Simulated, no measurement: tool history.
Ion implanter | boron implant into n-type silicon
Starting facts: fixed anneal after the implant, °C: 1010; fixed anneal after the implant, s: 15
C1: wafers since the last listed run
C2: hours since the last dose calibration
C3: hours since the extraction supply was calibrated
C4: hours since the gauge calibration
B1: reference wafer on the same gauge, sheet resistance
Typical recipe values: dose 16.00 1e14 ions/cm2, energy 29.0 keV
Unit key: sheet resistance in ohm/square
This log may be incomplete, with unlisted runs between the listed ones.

run 1 hour=0.0 | dose=16.00 energy=29.0 | C1=0 C2=581.3 C3=3345.5 C4=90.0 | B1=81.55 | sheet_resistance=86.61
run 2 hour=6.0 | dose=16.00 energy=29.0 | C1=198 C2=587.3 C3=3351.5 C4=96.0 | B1=81.71 | sheet_resistance=87.22
run 3 hour=21.9 | dose=16.00 energy=29.0 | C1=526 C2=603.2 C3=3367.4 C4=111.9 | B1=81.63 | sheet_resistance=87.49
run 4 hour=29.5 | dose=16.00 energy=29.0 | C1=251 C2=610.8 C3=3375.0 C4=119.5 | B1=81.56 | sheet_resistance=86.99
run 5 hour=36.1 | dose=16.00 energy=29.0 | C1=218 C2=617.4 C3=3381.6 C4=126.1 | B1=81.59 | sheet_resistance=87.12
run 6 hour=68.0 | dose=16.00 energy=29.0 | C1=1055 C2=649.3 C3=3413.5 C4=158.0 | B1=81.56 | sheet_resistance=87.47
-- hour=76.1 extraction supply calibrated
run 7 hour=76.6 | dose=13.13 energy=29.0 | C1=19 C2=657.9 C3=0.5 C4=166.6 | B1=81.53 | sheet_resistance=101.12
run 8 hour=90.9 | dose=13.13 energy=29.0 | C1=473 C2=672.2 C3=14.8 C4=180.9 | B1=81.56 | sheet_resistance=100.88
run 9 hour=107.4 | dose=12.96 energy=24.0 | C1=545 C2=688.7 C3=31.3 C4=197.4 | B1=81.63 | sheet_resistance=103.93
run 10 hour=121.8 | dose=16.00 energy=29.0 | C1=476 C2=703.1 C3=45.7 C4=211.8 | B1=81.65 | sheet_resistance=88.28
-- hour=135.2 Faraday cup replaced and dose calibrated
run 11 hour=135.7 | dose=20.49 energy=32.5 | C1=195 C2=0.5 C3=59.6 C4=225.7 | B1=81.63 | sheet_resistance=71.89
run 12 hour=143.6 | dose=20.11 energy=39.0 | C1=261 C2=8.4 C3=67.5 C4=233.6 | B1=81.63 | sheet_resistance=71.12
-- hour=152.9 gauge calibrated
run 13 hour=161.2 | dose=19.68 energy=20.5 | C1=582 C2=26.0 C3=85.1 C4=8.3 | B1=81.64 | sheet_resistance=81.39
run 14 hour=204.6 | dose=13.22 energy=29.0 | C1=1436 C2=69.4 C3=128.5 C4=51.7 | B1=81.57 | sheet_resistance=100.91
run 15 hour=221.9 | dose=16.00 energy=29.0 | C1=572 C2=86.7 C3=145.8 C4=69.0 | B1=81.57 | sheet_resistance=87.54
run 16 hour=239.3 | dose=14.74 energy=34.0 | C1=575 C2=104.1 C3=163.2 C4=86.4 | B1=81.60 | sheet_resistance=91.65

4 ways to go on from here, each from the tool as it stands after run 16. What would each give?
run A hour=239.7 | dose=16.00 energy=29.0 | C1=13 C2=104.5 C3=163.6 C4=86.8 | B1=? | sheet_resistance=?
run B hour=239.7 | dose=16.00 energy=32.0 | C1=13 C2=104.5 C3=163.6 C4=86.8 | B1=? | sheet_resistance=?
run C hour=239.7 | dose=11.58 energy=35.0 | C1=13 C2=104.5 C3=163.6 C4=86.8 | B1=? | sheet_resistance=?
run D hour=239.7 | dose=18.89 energy=29.0 | C1=13 C2=104.5 C3=163.6 C4=86.8 | B1=? | sheet_resistance=?

run=A B1=81.63 sheet_resistance=86.22
run=B B1=81.63 sheet_resistance=85.33
run=C B1=81.63 sheet_resistance=109.38
run=D B1=81.63 sheet_resistance=76.79
With the hidden condition removed and each run's random variation left untouched, the same runs would have given:
run=A sheet_resistance=86.22
run=B sheet_resistance=85.33
run=C sheet_resistance=109.38
run=D sheet_resistance=76.79
